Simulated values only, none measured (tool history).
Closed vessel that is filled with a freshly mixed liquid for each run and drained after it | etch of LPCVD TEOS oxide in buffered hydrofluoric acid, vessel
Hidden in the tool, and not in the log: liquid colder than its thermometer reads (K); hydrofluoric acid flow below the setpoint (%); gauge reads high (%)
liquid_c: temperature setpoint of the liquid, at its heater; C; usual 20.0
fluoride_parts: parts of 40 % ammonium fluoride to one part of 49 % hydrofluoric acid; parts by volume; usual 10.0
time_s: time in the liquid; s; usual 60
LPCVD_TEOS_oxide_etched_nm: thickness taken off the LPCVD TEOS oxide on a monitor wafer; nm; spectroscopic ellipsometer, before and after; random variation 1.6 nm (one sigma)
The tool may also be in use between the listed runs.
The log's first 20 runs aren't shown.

| run | hour | liquid_c | fluoride_parts | time_s | wafers since the last listed run | hours since the thermometer was replaced | hours since the hydrofluoric acid flow meter was replaced | hours since the gauge calibration | read-back film thickness of the LPCVD TEOS oxide reference wafer, read on the same gauge (nm) | LPCVD_TEOS_oxide_etched_nm |
|---|---|---|---|---|---|---|---|---|---|---|
| 21 | 466.2 | 17.0 | 10.0 | 80 | 2711 | 448.2 | 196.0 | 446.8 | 50.00 | 194.49 |
| 22 | 490.0 | 18.5 | 10.0 | 95 | 2699 | 472.0 | 219.8 | 470.6 | 50.01 | 250.02 |
| 23 | 525.4 | 20.0 | 10.0 | 60 | 4015 | 507.4 | 255.2 | 506.0 | 49.96 | 171.48 |
| 24 | 551.7 | 17.0 | 11.5 | 35 | 2983 | 533.7 | 281.5 | 532.3 | 50.00 | 74.34 |
| 25 | 569.5 | 18.5 | 10.0 | 95 | 2019 | 551.5 | 299.3 | 550.1 | 49.97 | 253.60 |
| 26 | 590.9 | 20.0 | 10.0 | 60 | 2427 | 572.9 | 320.7 | 571.5 | 50.03 | 173.21 |
| 27 | 625.2 | 20.0 | 10.0 | 60 | 3890 | 607.2 | 355.0 | 605.8 | 50.00 | 172.19 |
| 28 | 658.7 | 17.0 | 6.5 | 60 | 3800 | 640.7 | 388.5 | 639.3 | 50.01 | 219.26 |
| 29 | 764.2 | 17.0 | 11.5 | 60 | 11967 | 746.2 | 494.0 | 744.8 | 50.01 | 125.80 |
| 30 | 792.4 | 17.0 | 11.5 | 70 | 3198 | 774.4 | 522.2 | 773.0 | 50.03 | 144.49 |
| 31 | 806.3 | 18.5 | 13.0 | 60 | 1576 | 788.3 | 536.1 | 786.9 | 49.99 | 123.50 |
| 32 | 835.3 | 23.0 | 10.0 | 60 | 3289 | 817.3 | 565.1 | 815.9 | 50.01 | 197.82 |

5 ways to go on from here, each from the tool as it stands after run 32. What would each give?
| A | 836.0 | 20.0 | 10.0 | 60 | 79 | 818.0 | 565.8 | 816.6 | ? | ? |
| B | 836.0 | 17.5 | 13.0 | 60 | 79 | 818.0 | 565.8 | 816.6 | ? | ? |
| C | 836.0 | 23.5 | 13.0 | 85 | 79 | 818.0 | 565.8 | 816.6 | ? | ? |
| D | 836.0 | 23.0 | 10.0 | 80 | 79 | 818.0 | 565.8 | 816.6 | ? | ? |
| E | 836.0 | 20.0 | 12.5 | 60 | 79 | 818.0 | 565.8 | 816.6 | ? | ? |

| run | read-back film thickness of the LPCVD TEOS oxide reference wafer, read on the same gauge (nm) | LPCVD_TEOS_oxide_etched_nm |
|---|---|---|
| A | 50.01 | 171.83 |
| B | 50.01 | 115.45 |
| C | 50.01 | 228.67 |
| D | 50.01 | 270.57 |
| E | 50.01 | 138.17 |
Without the tool's hidden state the same runs would have given:
| run | LPCVD_TEOS_oxide_etched_nm |
|---|---|
| A | 176.30 |
| B | 118.47 |
| C | 234.65 |
| D | 277.59 |
| E | 141.79 |
